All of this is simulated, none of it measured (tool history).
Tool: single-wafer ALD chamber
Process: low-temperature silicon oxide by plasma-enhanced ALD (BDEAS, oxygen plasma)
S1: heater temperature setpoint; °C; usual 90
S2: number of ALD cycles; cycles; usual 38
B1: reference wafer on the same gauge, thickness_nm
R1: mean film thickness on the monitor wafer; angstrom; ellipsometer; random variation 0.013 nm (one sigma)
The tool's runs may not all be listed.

Run 1, day 0.000: usual settings; B1 6.291. Result: R1 54.35 angstrom.
Run 2, day 0.738: usual settings; B1 6.289. Result: R1 54.45 angstrom.
Run 3, day 1.212: usual settings; B1 6.288. Result: R1 54.45 angstrom.
Run 4, day 2.217: usual settings; B1 6.288. Result: R1 54.25 angstrom.
Run 5, day 2.646: usual settings; B1 6.289. Result: R1 54.34 angstrom.
Run 6, day 3.129: usual settings; B1 6.289. Result: R1 54.36 angstrom.
Run 7, day 3.412: usual settings but S1 100 °C; B1 6.294. Result: R1 52.22 angstrom.
Run 8, day 3.867: usual settings but S1 100 °C; B1 6.290. Result: R1 52.40 angstrom.
Run 9, day 4.242: usual settings; B1 6.284. Result: R1 54.38 angstrom.
Run 10, day 4.617: usual settings; B1 6.293. Result: R1 54.38 angstrom.
Run 11, day 5.250: usual settings; B1 6.288. Result: R1 54.40 angstrom.
Run 12, day 5.558: usual settings; B1 6.293. Result: R1 54.34 angstrom.
Run 13, day 5.971: usual settings; B1 6.290. Result: R1 54.51 angstrom.
Run 14, day 6.362: usual settings; B1 6.286. Result: R1 54.41 angstrom.
Run 15, day 7.054: usual settings; B1 6.289. Result: R1 54.20 angstrom.
Run 16, day 7.696: usual settings; B1 6.289. Result: R1 54.29 angstrom.
Run 17, day 8.038: usual settings but S1 85 °C; B1 6.290. Result: R1 55.55 angstrom.
Run 18, day 8.400: usual settings; B1 6.291. Result: R1 54.28 angstrom.
Run 19, day 8.992: usual settings; B1 6.286. Result: R1 54.53 angstrom.
Run 20, day 9.588: usual settings; B1 6.292. Result: R1 54.21 angstrom.
Run 21, day 9.896: usual settings; B1 6.290. Result: R1 54.61 angstrom.
At day 10.717: thermocouple changed; heater temperature recalibrated.
Run 22, day 10.738: usual settings; B1 6.286. Result: R1 53.67 angstrom.
Run 23, day 10.771: usual settings; B1 6.290. Result: R1 53.55 angstrom.
Run 24, day 11.438: usual settings but S1 100 °C, S2 33 cycles; B1 6.289. Result: R1 44.46 angstrom.
Run 25, day 11.979: usual settings but S2 44 cycles; B1 6.289. Result: R1 62.18 angstrom.
Run 26, day 12.638: usual settings but S1 101 °C, S2 35 cycles; B1 6.292. Result: R1 47.37 angstrom.
Run 27, day 13.375: usual settings but S1 95 °C, S2 41 cycles; B1 6.293. Result: R1 56.46 angstrom.
Run 28, day 13.842: usual settings; B1 6.287. Result: R1 53.63 angstrom.
Run 29, day 14.362: usual settings but S1 78 °C; B1 6.290. Result: R1 56.07 angstrom.
Run 30, day 16.217: usual settings; B1 6.290. Result: R1 53.98 angstrom.
Run 31, day 16.592: usual settings but S2 31 cycles; B1 6.291. Result: R1 43.87 angstrom.
Run 32, day 17.125: usual settings but S1 79 °C, S2 43 cycles; B1 6.291. Result: R1 63.53 angstrom.
Run 33, day 17.554: usual settings; B1 6.291. Result: R1 53.71 angstrom.
Run 34, day 18.021: usual settings; B1 6.291. Result: R1 53.76 angstrom.
At day 18.583: gauge calibrated.
Run 35, day 18.596: usual settings but S1 77 °C, S2 34 cycles; B1 6.288. Result: R1 50.62 angstrom.
Run 36, day 19.217: usual settings but S1 84 °C, S2 41 cycles; B1 6.289. Result: R1 59.36 angstrom.
Run 37, day 19.529: usual settings but S1 82 °C; B1 6.289. Result: R1 55.51 angstrom.
Run 38, day 20.117: usual settings; B1 6.287. Result: R1 54.13 angstrom.
Run 39, day 20.850: usual settings but S2 35 cycles; B1 6.293. Result: R1 49.73 angstrom.
Run 40, day 21.496: usual settings but S1 85 °C, S2 31 cycles; B1 6.291. Result: R1 44.80 angstrom.
Run 41, day 22.242: usual settings but S1 81 °C, S2 35 cycles; B1 6.288. Result: R1 51.60 angstrom.
Run 42, day 22.921: usual settings but S1 100 °C, S2 36 cycles; B1 6.292. Result: R1 49.11 angstrom.
Run 43, day 23.200: usual settings but S1 98 °C, S2 41 cycles; B1 6.288. Result: R1 56.27 angstrom.
Run 44, day 23.867: usual settings but S1 104 °C, S2 33 cycles; B1 6.295. Result: R1 44.47 angstrom.
Run 45, day 24.358: usual settings; B1 6.288. Result: R1 54.21 angstrom.
Run 46, day 24.908: usual settings but S1 103 °C, S2 45 cycles; B1 6.288. Result: R1 60.95 angstrom.
Run 47, day 25.279: usual settings; B1 6.291. Result: R1 54.07 angstrom.

What the log doesn't show, run by run:
gauge reads high (%): 0 in every run
H1: wafer temperature above the value expected at the setpoint (K)
run      H1
  1   -4.91
  2   -4.93
  3   -4.94
  4   -4.96
  5   -4.97
  6   -4.98
  7   -4.98
  8   -4.99
  9      -5
 10   -5.01
 11   -5.02
 12   -5.03
 13   -5.03
 14   -5.04
 15   -5.05
 16   -5.06
 17   -5.07
 18   -5.08
 19   -5.09
 20    -5.1
 21    -5.1
 22  -0.634
 23  -0.643
 24   -0.81
 25  -0.943
 26    -1.1
 27   -1.27
 28   -1.38
 29   -1.49
 30   -1.89
 31   -1.96
 32   -2.07
 33   -2.15
 34   -2.24
 35   -2.35
 36   -2.46
 37   -2.52
 38   -2.62
 39   -2.75
 40   -2.86
 41   -2.98
 42   -3.09
 43   -3.13
 44   -3.23
 45    -3.3
 46   -3.38
 47   -3.44
